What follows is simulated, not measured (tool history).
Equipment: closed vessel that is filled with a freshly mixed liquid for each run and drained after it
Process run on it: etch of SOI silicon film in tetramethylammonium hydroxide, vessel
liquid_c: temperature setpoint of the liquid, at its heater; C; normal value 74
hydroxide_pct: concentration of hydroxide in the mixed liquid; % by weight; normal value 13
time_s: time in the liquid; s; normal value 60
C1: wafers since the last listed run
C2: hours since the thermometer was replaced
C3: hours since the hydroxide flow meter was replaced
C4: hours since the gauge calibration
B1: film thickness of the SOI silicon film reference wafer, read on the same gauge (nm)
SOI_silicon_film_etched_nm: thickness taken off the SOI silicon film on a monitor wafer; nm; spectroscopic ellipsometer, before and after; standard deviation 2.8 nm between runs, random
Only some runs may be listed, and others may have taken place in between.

{"run": 1, "hour": 0.0, "liquid_c": 74, "hydroxide_pct": 13, "time_s": 60, "C1": 0, "C2": 272.7, "C3": 486.1, "C4": 142.5, "B1": 110.47, "SOI_silicon_film_etched_nm": 455.88}
{"run": 2, "hour": 33.0, "liquid_c": 74, "hydroxide_pct": 13, "time_s": 60, "C1": 3012, "C2": 305.7, "C3": 519.1, "C4": 175.5, "B1": 110.62, "SOI_silicon_film_etched_nm": 458.68}
{"run": 3, "hour": 66.2, "liquid_c": 74, "hydroxide_pct": 13, "time_s": 60, "C1": 3030, "C2": 338.9, "C3": 552.3, "C4": 208.7, "B1": 110.71, "SOI_silicon_film_etched_nm": 458.25}
{"run": 4, "hour": 82.6, "liquid_c": 80.5, "hydroxide_pct": 10, "time_s": 60, "C1": 1497, "C2": 355.3, "C3": 568.7, "C4": 225.1, "B1": 110.72, "SOI_silicon_film_etched_nm": 735.88}
{"run": 5, "hour": 101.3, "liquid_c": 74, "hydroxide_pct": 13, "time_s": 60, "C1": 1707, "C2": 374, "C3": 587.4, "C4": 243.8, "B1": 110.79, "SOI_silicon_film_etched_nm": 458.98}
{"run": 6, "hour": 122.4, "liquid_c": 74, "hydroxide_pct": 13, "time_s": 60, "C1": 1926, "C2": 395.1, "C3": 608.5, "C4": 264.9, "B1": 110.91, "SOI_silicon_film_etched_nm": 457.95}
{"run": 7, "hour": 145.8, "liquid_c": 74, "hydroxide_pct": 14.5, "time_s": 60, "C1": 2136, "C2": 418.5, "C3": 631.9, "C4": 288.3, "B1": 111.03, "SOI_silicon_film_etched_nm": 435.45}
{"run": 8, "hour": 178.7, "liquid_c": 74, "hydroxide_pct": 14.5, "time_s": 60, "C1": 3003, "C2": 451.4, "C3": 664.8, "C4": 321.2, "B1": 111.21, "SOI_silicon_film_etched_nm": 442.63}
{"run": 9, "hour": 197.3, "liquid_c": 74, "hydroxide_pct": 13, "time_s": 60, "C1": 1698, "C2": 470, "C3": 683.4, "C4": 339.8, "B1": 111.27, "SOI_silicon_film_etched_nm": 460.22}
{"run": 10, "hour": 223.5, "liquid_c": 74, "hydroxide_pct": 13, "time_s": 60, "C1": 2391, "C2": 496.2, "C3": 709.6, "C4": 366, "B1": 111.42, "SOI_silicon_film_etched_nm": 462}
{"run": 11, "hour": 252.8, "liquid_c": 74, "hydroxide_pct": 13, "time_s": 60, "C1": 2674, "C2": 525.5, "C3": 738.9, "C4": 395.3, "B1": 111.6, "SOI_silicon_film_etched_nm": 465.98}
{"run": 12, "hour": 286.6, "liquid_c": 74, "hydroxide_pct": 13, "time_s": 60, "C1": 3085, "C2": 559.3, "C3": 772.7, "C4": 429.1, "B1": 111.88, "SOI_silicon_film_etched_nm": 461.48}
{"run": 13, "hour": 308.6, "liquid_c": 74, "hydroxide_pct": 16, "time_s": 60, "C1": 2008, "C2": 581.3, "C3": 794.7, "C4": 451.1, "B1": 112.03, "SOI_silicon_film_etched_nm": 423.59}
{"run": 14, "hour": 356.6, "liquid_c": 74, "hydroxide_pct": 16, "time_s": 60, "C1": 4382, "C2": 629.3, "C3": 842.7, "C4": 499.1, "B1": 112.36, "SOI_silicon_film_etched_nm": 429.24}
{"run": 15, "hour": 386.3, "liquid_c": 74, "hydroxide_pct": 16, "time_s": 60, "C1": 2711, "C2": 659, "C3": 872.4, "C4": 528.8, "B1": 112.56, "SOI_silicon_film_etched_nm": 424.21}
{"hour": 395.0, "done": "gauge calibrated"}
{"hour": 397.0, "done": "hydroxide flow meter replaced"}
{"run": 16, "hour": 405.7, "liquid_c": 74, "hydroxide_pct": 13, "time_s": 60, "C1": 1679, "C2": 678.4, "C3": 8.7, "C4": 10.7, "B1": 109.83, "SOI_silicon_film_etched_nm": 458.28}
{"run": 17, "hour": 512.6, "liquid_c": 74, "hydroxide_pct": 13, "time_s": 60, "C1": 9759, "C2": 785.3, "C3": 115.6, "C4": 117.6, "B1": 109.95, "SOI_silicon_film_etched_nm": 456.05}
{"run": 18, "hour": 524.8, "liquid_c": 82, "hydroxide_pct": 11.5, "time_s": 75, "C1": 1113, "C2": 797.5, "C3": 127.8, "C4": 129.8, "B1": 109.96, "SOI_silicon_film_etched_nm": 933.57}
{"hour": 529.8, "done": "thermometer replaced"}
{"run": 19, "hour": 559.2, "liquid_c": 74, "hydroxide_pct": 13, "time_s": 60, "C1": 3049, "C2": 29.4, "C3": 162.2, "C4": 164.2, "B1": 110.05, "SOI_silicon_film_etched_nm": 454}
{"run": 20, "hour": 585.9, "liquid_c": 74, "hydroxide_pct": 14.5, "time_s": 35, "C1": 2437, "C2": 56.1, "C3": 188.9, "C4": 190.9, "B1": 110.16, "SOI_silicon_film_etched_nm": 251.26}
{"run": 21, "hour": 601.8, "liquid_c": 74, "hydroxide_pct": 9, "time_s": 40, "C1": 1451, "C2": 72, "C3": 204.8, "C4": 206.8, "B1": 110.2, "SOI_silicon_film_etched_nm": 350.22}
{"run": 22, "hour": 632.9, "liquid_c": 76.5, "hydroxide_pct": 14, "time_s": 60, "C1": 2839, "C2": 103.1, "C3": 235.9, "C4": 237.9, "B1": 110.32, "SOI_silicon_film_etched_nm": 512.73}
{"run": 23, "hour": 646.9, "liquid_c": 67.5, "hydroxide_pct": 10, "time_s": 60, "C1": 1278, "C2": 117.1, "C3": 249.9, "C4": 251.9, "B1": 110.39, "SOI_silicon_film_etched_nm": 349.04}
{"run": 24, "hour": 672.3, "liquid_c": 67, "hydroxide_pct": 10.5, "time_s": 35, "C1": 2318, "C2": 142.5, "C3": 275.3, "C4": 277.3, "B1": 110.48, "SOI_silicon_film_etched_nm": 194.72}
{"run": 25, "hour": 691.4, "liquid_c": 74, "hydroxide_pct": 9.5, "time_s": 60, "C1": 1743, "C2": 161.6, "C3": 294.4, "C4": 296.4, "B1": 110.6, "SOI_silicon_film_etched_nm": 514.64}
{"run": 26, "hour": 713.1, "liquid_c": 74, "hydroxide_pct": 13, "time_s": 60, "C1": 1981, "C2": 183.3, "C3": 316.1, "C4": 318.1, "B1": 110.65, "SOI_silicon_film_etched_nm": 463.12}
{"run": 27, "hour": 740.3, "liquid_c": 74, "hydroxide_pct": 13, "time_s": 60, "C1": 2483, "C2": 210.5, "C3": 343.3, "C4": 345.3, "B1": 110.79, "SOI_silicon_film_etched_nm": 466.88}
{"run": 28, "hour": 773.0, "liquid_c": 77.5, "hydroxide_pct": 16, "time_s": 90, "C1": 2985, "C2": 243.2, "C3": 376, "C4": 378, "B1": 110.99, "SOI_silicon_film_etched_nm": 771.13}
{"run": 29, "hour": 786.4, "liquid_c": 74, "hydroxide_pct": 12, "time_s": 60, "C1": 1223, "C2": 256.6, "C3": 389.4, "C4": 391.4, "B1": 111.09, "SOI_silicon_film_etched_nm": 475.71}
{"run": 30, "hour": 803.7, "liquid_c": 74, "hydroxide_pct": 13, "time_s": 60, "C1": 1579, "C2": 273.9, "C3": 406.7, "C4": 408.7, "B1": 111.26, "SOI_silicon_film_etched_nm": 466.72}
{"run": 31, "hour": 826.7, "liquid_c": 74, "hydroxide_pct": 13, "time_s": 30, "C1": 2099, "C2": 296.9, "C3": 429.7, "C4": 431.7, "B1": 111.39, "SOI_silicon_film_etched_nm": 234.13}
{"run": 32, "hour": 848.8, "liquid_c": 74, "hydroxide_pct": 13, "time_s": 45, "C1": 2017, "C2": 319, "C3": 451.8, "C4": 453.8, "B1": 111.5, "SOI_silicon_film_etched_nm": 345.61}
{"run": 33, "hour": 861.5, "liquid_c": 74, "hydroxide_pct": 11, "time_s": 60, "C1": 1159, "C2": 331.7, "C3": 464.5, "C4": 466.5, "B1": 111.65, "SOI_silicon_film_etched_nm": 495.05}
{"run": 34, "hour": 881.5, "liquid_c": 76.5, "hydroxide_pct": 9.5, "time_s": 35, "C1": 1825, "C2": 351.7, "C3": 484.5, "C4": 486.5, "B1": 111.81, "SOI_silicon_film_etched_nm": 349.62}

The tool's hidden state at each run:
liquid colder than its thermometer reads (K): 0 in every run
hydroxide flow above the setpoint (%): 0 in every run
H1: gauge reads high (%)
run=1 H1=0.444
run=2 H1=0.523
run=3 H1=0.618
run=4 H1=0.672
run=5 H1=0.738
run=6 H1=0.818
run=7 H1=0.916
run=8 H1=1.07
run=9 H1=1.16
run=10 H1=1.3
run=11 H1=1.47
run=12 H1=1.67
run=13 H1=1.82
run=14 H1=2.16
run=15 H1=2.39
run=16 H1=-0.141
run=17 H1=-0.0378
run=18 H1=-0.0151
run=19 H1=0.0609
run=20 H1=0.132
run=21 H1=0.18
run=22 H1=0.283
run=23 H1=0.335
run=24 H1=0.436
run=25 H1=0.518
run=26 H1=0.618
run=27 H1=0.754
run=28 H1=0.932
run=29 H1=1.01
run=30 H1=1.11
run=31 H1=1.26
run=32 H1=1.41
run=33 H1=1.49
run=34 H1=1.64
